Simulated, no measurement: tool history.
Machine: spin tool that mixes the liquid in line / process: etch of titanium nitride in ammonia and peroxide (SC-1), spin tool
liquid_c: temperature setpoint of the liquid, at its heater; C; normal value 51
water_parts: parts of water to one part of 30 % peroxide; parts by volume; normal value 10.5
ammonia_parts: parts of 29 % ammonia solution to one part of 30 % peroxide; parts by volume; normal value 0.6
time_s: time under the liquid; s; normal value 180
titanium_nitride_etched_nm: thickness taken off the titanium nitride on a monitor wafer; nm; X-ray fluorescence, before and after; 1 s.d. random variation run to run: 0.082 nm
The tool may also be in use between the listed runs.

| run | hour | liquid_c | water_parts | ammonia_parts | time_s | wafers since the last listed run | hours since the thermometer was replaced | hours since the ammonia flow meter was replaced | hours since the heated supply line was repaired | hours since the drum of ammonia solution was connected | hours since the gauge calibration | read-back film thickness of the titanium nitride reference wafer, read on the same gauge (nm) | titanium_nitride_etched_nm |
|---|---|---|---|---|---|---|---|---|---|---|---|---|---|
| 1 | 0 | 51 | 10.5 | 0.6 | 180 | 0 | 290.8 | 1568.6 | 2471.1 | 554.5 | 2476 | 120.04 | 10.58 |
|  | 21.3 | gauge calibrated |
| 2 | 36.2 | 51 | 10.5 | 0.6 | 125 | 280 | 327 | 1604.8 | 2507.3 | 590.7 | 14.9 | 120.01 | 7.37 |
| 3 | 100.8 | 51 | 10.5 | 0.6 | 180 | 499 | 391.6 | 1669.4 | 2571.9 | 655.3 | 79.5 | 120.03 | 10.52 |
| 4 | 144.2 | 51 | 6.5 | 0.6 | 180 | 335 | 435 | 1712.8 | 2615.3 | 698.7 | 122.9 | 120.04 | 13.24 |
|  | 168.2 | new drum of ammonia solution connected |
| 5 | 188.5 | 47.5 | 15.5 | 0.6 | 180 | 335 | 479.3 | 1757.1 | 2659.6 | 20.3 | 167.2 | 119.99 | 6.65 |
| 6 | 236.9 | 51 | 10.5 | 0.6 | 230 | 374 | 527.7 | 1805.5 | 2708 | 68.7 | 215.6 | 120.01 | 13.43 |
| 7 | 301 | 51 | 10.5 | 0.6 | 255 | 495 | 591.8 | 1869.6 | 2772.1 | 132.8 | 279.7 | 120.03 | 14.84 |
| 8 | 358.2 | 53.5 | 10.5 | 0.6 | 180 | 442 | 649 | 1926.8 | 2829.3 | 190 | 336.9 | 120.02 | 12.62 |
| 9 | 422 | 51 | 10.5 | 0.6 | 180 | 493 | 712.8 | 1990.6 | 2893.1 | 253.8 | 400.7 | 120 | 10.47 |
| 10 | 458 | 51 | 10.5 | 0.6 | 255 | 278 | 748.8 | 2026.6 | 2929.1 | 289.8 | 436.7 | 119.97 | 14.93 |
| 11 | 484.4 | 54.5 | 8 | 0.85 | 220 | 204 | 775.2 | 2053 | 2955.5 | 316.2 | 463.1 | 120.02 | 19.65 |
| 12 | 539.3 | 46.5 | 10.5 | 0.6 | 180 | 424 | 830.1 | 2107.9 | 3010.4 | 371.1 | 518 | 119.94 | 7.54 |
| 13 | 577.8 | 45 | 9 | 0.85 | 180 | 297 | 868.6 | 2146.4 | 3048.9 | 409.6 | 556.5 | 120.03 | 7.72 |
| 14 | 623.6 | 51 | 8 | 0.7 | 120 | 354 | 914.4 | 2192.2 | 3094.7 | 455.4 | 602.3 | 119.98 | 8.14 |
|  | 650.3 | heated supply line repaired |
| 15 | 672.3 | 51 | 10.5 | 0.6 | 180 | 369 | 963.1 | 2240.9 | 22 | 504.1 | 651 | 119.97 | 11.7 |
| 16 | 697.1 | 51 | 10.5 | 0.6 | 180 | 191 | 987.9 | 2265.7 | 46.8 | 528.9 | 675.8 | 120.02 | 11.5 |
|  | 742.6 | ammonia flow meter replaced |
| 17 | 753.7 | 45 | 14.5 | 0.4 | 215 | 430 | 1044.5 | 11.1 | 103.4 | 585.5 | 732.4 | 119.97 | 6.96 |
|  | 893.7 | new drum of ammonia solution connected |
| 18 | 967 | 55.5 | 10.5 | 0.6 | 180 | 1642 | 1257.8 | 224.4 | 316.7 | 73.3 | 945.7 | 120.02 | 15.29 |
| 19 | 1013.4 | 51 | 10.5 | 0.85 | 70 | 358 | 1304.2 | 270.8 | 363.1 | 119.7 | 992.1 | 119.99 | 4.69 |
| 20 | 1081.8 | 47.5 | 8 | 0.3 | 180 | 529 | 1372.6 | 339.2 | 431.5 | 188.1 | 1060.5 | 119.98 | 9.03 |
|  | 1105.1 | thermometer replaced |
| 21 | 1129.6 | 51 | 10.5 | 0.6 | 180 | 362 | 24.5 | 387 | 479.3 | 235.9 | 1108.3 | 120 | 11.55 |
| 22 | 1189.5 | 51 | 10.5 | 0.6 | 180 | 463 | 84.4 | 446.9 | 539.2 | 295.8 | 1168.2 | 119.99 | 11.34 |
| 23 | 1238.3 | 42.5 | 6 | 0.6 | 235 | 377 | 133.2 | 495.7 | 588 | 344.6 | 1217 | 120.05 | 10.6 |

Here are 5 independent what-if runs from the current tool condition. What would each one return?
| A | 1238.8 | 51 | 10.5 | 0.6 | 180 | 3 | 133.7 | 496.2 | 588.5 | 345.1 | 1217.5 | ? | ? |
| B | 1238.8 | 51 | 12 | 0.6 | 250 | 3 | 133.7 | 496.2 | 588.5 | 345.1 | 1217.5 | ? | ? |
| C | 1238.8 | 51 | 13.5 | 0.6 | 250 | 3 | 133.7 | 496.2 | 588.5 | 345.1 | 1217.5 | ? | ? |
| D | 1238.8 | 58.5 | 8.5 | 0.6 | 180 | 3 | 133.7 | 496.2 | 588.5 | 345.1 | 1217.5 | ? | ? |
| E | 1238.8 | 51 | 10.5 | 0.85 | 180 | 3 | 133.7 | 496.2 | 588.5 | 345.1 | 1217.5 | ? | ? |

| run | read-back film thickness of the titanium nitride reference wafer, read on the same gauge (nm) | titanium_nitride_etched_nm |
|---|---|---|
| A | 120.03 | 11.36 |
| B | 120.03 | 14.71 |
| C | 120.03 | 13.82 |
| D | 120.03 | 21.07 |
| E | 120.03 | 12.03 |
Without the tool's unlogged condition, the same runs would have read:
| run | titanium_nitride_etched_nm |
|---|---|
| A | 11.72 |
| B | 15.18 |
| C | 14.25 |
| D | 21.7 |
| E | 12.41 |
